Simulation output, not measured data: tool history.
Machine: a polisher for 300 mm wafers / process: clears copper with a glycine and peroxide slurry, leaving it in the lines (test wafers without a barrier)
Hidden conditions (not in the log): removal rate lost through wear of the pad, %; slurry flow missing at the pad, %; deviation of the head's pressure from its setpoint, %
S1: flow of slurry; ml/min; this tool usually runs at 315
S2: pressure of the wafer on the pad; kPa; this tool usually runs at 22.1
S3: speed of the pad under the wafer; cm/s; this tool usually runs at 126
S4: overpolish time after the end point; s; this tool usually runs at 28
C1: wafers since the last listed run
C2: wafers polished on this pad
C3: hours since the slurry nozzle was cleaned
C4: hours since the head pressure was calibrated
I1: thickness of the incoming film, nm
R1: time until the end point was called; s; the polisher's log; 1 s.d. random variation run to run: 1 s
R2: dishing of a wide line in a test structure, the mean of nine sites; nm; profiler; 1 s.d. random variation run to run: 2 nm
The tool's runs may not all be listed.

run	hour	S1	S2	S3	S4	C1	C2	C3	C4	I1	R1	R2
1	0	315	22.1	126	28	0	214	237.3	1338.7	685.6	100.3	91.7
2	14	315	22.1	126	28	135	350	251.3	1352.7	669.6	98.6	91
3	25.7	315	22.1	126	28	113	463	263	1364.4	675.5	101	93.8
4	33.8	315	22.1	126	28	78	542	271.1	1372.5	679.4	103.5	95.8
# hour 50.9: worn pad replaced by a new one
5	58.8	315	22.1	126	28	203	76	296.1	1397.5	664.4	97.5	94.9
6	84	315	22.1	114	28	244	321	321.3	1422.7	679.4	105.5	94.3
7	99.4	315	22.1	114	28	149	470	336.7	1438.1	663.5	107.1	90.3
8	116.8	315	22.1	114	28	168	639	354.1	1455.5	683.2	115.6	91.7
9	123.2	315	22.1	116	28	62	701	360.5	1461.9	681.1	110.5	87.2
# hour 128.8: worn pad replaced by a new one
10	140.7	315	22.1	116	28	130	115	378	1479.4	669	105.7	95.1
11	154.4	315	22.1	116	28	132	248	391.7	1493.1	665.3	107.2	90.8
12	164.2	315	22.1	126	15	95	343	401.5	1502.9	681.2	103	59.8
13	181.8	315	22.1	126	15	170	514	419.1	1520.5	687.1	105.9	60.6
# hour 196: head pressure recalibrated
14	199.8	315	24.1	108	28	155	669	437.1	3.8	676.4	111	91.2
# hour 217.4: worn pad replaced by a new one
15	217.9	315	15.2	126	43	136	4	455.2	21.9	668.3	135.6	100.4
16	227.8	315	22.1	126	28	96	100	465.1	31.8	672.7	103.7	90.6
# hour 229.3: slurry nozzle cleaned
17	242.6	395	22.1	160	34	133	234	13.3	46.6	682.6	84.3	116.6

Run 18 has not been measured yet. What should we expect?
18	259	425	22.1	126	20	159	393	29.7	63	660.8	?	?

Run 18 came out at R1 94.6 s, R2 78.5 nm.
With no hidden state in the tool, this same run would have given R1 91.6 s, R2 80.2 nm.
